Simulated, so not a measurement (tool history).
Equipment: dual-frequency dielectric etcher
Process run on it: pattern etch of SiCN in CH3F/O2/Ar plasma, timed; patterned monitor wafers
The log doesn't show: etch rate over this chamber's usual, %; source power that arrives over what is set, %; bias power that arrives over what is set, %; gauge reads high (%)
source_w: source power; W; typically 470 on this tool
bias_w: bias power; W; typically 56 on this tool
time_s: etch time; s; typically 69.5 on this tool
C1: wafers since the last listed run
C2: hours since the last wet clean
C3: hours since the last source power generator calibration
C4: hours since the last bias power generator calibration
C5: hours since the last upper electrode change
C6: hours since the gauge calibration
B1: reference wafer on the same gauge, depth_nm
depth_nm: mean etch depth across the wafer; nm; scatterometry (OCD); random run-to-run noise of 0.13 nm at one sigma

Run 1, day 0: usual settings; C1 0; C2 215.9; C3 2481.2; C4 3426.2; C5 4856.6; C6 523.4; B1 28.59. Result: depth_nm 25.4 nm.
Run 2, day 2.45: usual settings; C1 645; C2 274.7; C3 2540; C4 3485; C5 4915.4; C6 582.2; B1 28.68. Result: depth_nm 25.37 nm.
Run 3, day 4.242: usual settings; C1 472; C2 317.7; C3 2583; C4 3528; C5 4958.4; C6 625.2; B1 28.65. Result: depth_nm 25.47 nm.
Run 4, day 7.112: usual settings; C1 756; C2 386.6; C3 2651.9; C4 3596.9; C5 5027.3; C6 694.1; B1 28.65. Result: depth_nm 25.63 nm.
Run 5, day 9.712: usual settings; C1 685; C2 449; C3 2714.3; C4 3659.3; C5 5089.7; C6 756.5; B1 28.62. Result: depth_nm 25.59 nm.
Run 6, day 12.121: usual settings; C1 634; C2 506.8; C3 2772.1; C4 3717.1; C5 5147.5; C6 814.3; B1 28.63. Result: depth_nm 25.61 nm.
Run 7, day 13.162: usual settings; C1 274; C2 531.8; C3 2797.1; C4 3742.1; C5 5172.5; C6 839.3; B1 28.59. Result: depth_nm 25.67 nm.
At day 15.012: wet clean of the chamber.
Run 8, day 15.033: usual settings but time_s 81 s; C1 229; C2 0.5; C3 2842; C4 3787; C5 5217.4; C6 884.2; B1 28.6. Result: depth_nm 30.65 nm.
Run 9, day 17.412: usual settings; C1 627; C2 57.6; C3 2899.1; C4 3844.1; C5 5274.5; C6 941.3; B1 28.59. Result: depth_nm 26.74 nm.
At day 18.883: bias power generator calibrated.
Run 10, day 20.017: usual settings; C1 642; C2 120.1; C3 2961.6; C4 27.2; C5 5337; C6 1003.8; B1 28.65. Result: depth_nm 26.57 nm.
Run 11, day 21.321: usual settings; C1 343; C2 151.4; C3 2992.9; C4 58.5; C5 5368.3; C6 1035.1; B1 28.5. Result: depth_nm 26.69 nm.
At day 23.758: wet clean of the chamber, repeated, since the last time left the tool worse.
Run 12, day 23.779: usual settings; C1 384; C2 0.5; C3 3051.9; C4 117.5; C5 5427.3; C6 1094.1; B1 28.65. Result: depth_nm 25.14 nm.
Run 13, day 25.833: usual settings but source_w 510 W, bias_w 47 W; C1 541; C2 49.8; C3 3101.2; C4 166.8; C5 5476.6; C6 1143.4; B1 28.64. Result: depth_nm 24.77 nm.
At day 27.108: gauge calibrated.
Run 14, day 27.275: usual settings but bias_w 64 W; C1 380; C2 84.4; C3 3135.8; C4 201.4; C5 5511.2; C6 4; B1 28.62. Result: depth_nm 26.51 nm.
Run 15, day 28.504: usual settings but bias_w 43 W, time_s 58.5 s; C1 324; C2 113.9; C3 3165.3; C4 230.9; C5 5540.7; C6 33.5; B1 28.57. Result: depth_nm 19.79 nm.
Run 16, day 31.438: usual settings but source_w 580 W, bias_w 49 W, time_s 56 s; C1 773; C2 184.3; C3 3235.7; C4 301.3; C5 5611.1; C6 103.9; B1 28.61. Result: depth_nm 21.45 nm.
Run 17, day 33.404: usual settings; C1 518; C2 231.5; C3 3282.9; C4 348.5; C5 5658.3; C6 151.1; B1 28.56. Result: depth_nm 25.42 nm.
At day 35.771: upper electrode replaced.
Run 18, day 35.792: usual settings; C1 365; C2 288.8; C3 3340.2; C4 405.8; C5 0.5; C6 208.4; B1 28.63. Result: depth_nm 25.64 nm.
At day 37.533: source power generator calibrated.
Run 19, day 37.754: usual settings but time_s 51.5 s; C1 473; C2 335.9; C3 5.3; C4 452.9; C5 47.6; C6 255.5; B1 28.59. Result: depth_nm 19.09 nm.
Run 20, day 39.2: usual settings but source_w 430 W, time_s 80 s; C1 381; C2 370.6; C3 40; C4 487.6; C5 82.3; C6 290.2; B1 28.67. Result: depth_nm 28.65 nm.
Run 21, day 40.471: usual settings but source_w 500 W, time_s 60.5 s; C1 335; C2 401.1; C3 70.5; C4 518.1; C5 112.8; C6 320.7; B1 28.61. Result: depth_nm 23.24 nm.
Run 22, day 41.579: usual settings but source_w 540 W, bias_w 48 W; C1 292; C2 427.7; C3 97.1; C4 544.7; C5 139.4; C6 347.3; B1 28.56. Result: depth_nm 26.09 nm.
Run 23, day 43.621: usual settings; C1 538; C2 476.7; C3 146.1; C4 593.7; C5 188.4; C6 396.3; B1 28.6. Result: depth_nm 25.75 nm.
At day 44.842: wet clean of the chamber.
Run 24, day 46.35: usual settings but source_w 430 W, time_s 50 s; C1 455; C2 36.2; C3 211.6; C4 659.2; C5 253.9; C6 461.8; B1 28.64. Result: depth_nm 17.7 nm.
Run 25, day 49.1: usual settings but source_w 430 W, bias_w 45 W, time_s 61 s; C1 724; C2 102.2; C3 277.6; C4 725.2; C5 319.9; C6 527.8; B1 28.55. Result: depth_nm 19.9 nm.
Run 26, day 51.117: usual settings; C1 531; C2 150.6; C3 326; C4 773.6; C5 368.3; C6 576.2; B1 28.62. Result: depth_nm 25.24 nm.
Run 27, day 52.179: usual settings but bias_w 45 W; C1 280; C2 176.1; C3 351.5; C4 799.1; C5 393.8; C6 601.7; B1 28.61. Result: depth_nm 23.72 nm.

Below, some changes in depth_nm between adjacent runs. For each, the amount present without the hidden state too (settings, incoming material, random variation) and the amount remaining for the hidden state with gauge scatter not shared by both compared results:
Run 7 -> 8: time_s 69.5 -> 81, wet clean of the chamber. depth_nm +4.98 nm: hidden state +0.96, all else +4.02.
Run 11 -> 12: wet clean of the chamber, repeated, since the last time left the tool worse. depth_nm -1.55 nm: hidden state -1.55, all else +0.
Run 19 -> 20: source_w 470 -> 430, time_s 51.5 -> 80. depth_nm +9.56 nm: hidden state +0.26, all else +9.3.
Run 23 -> 24: source_w 470 -> 430, time_s 69.5 -> 50, wet clean of the chamber. depth_nm -8.05 nm: hidden state -0.71, all else -7.34.
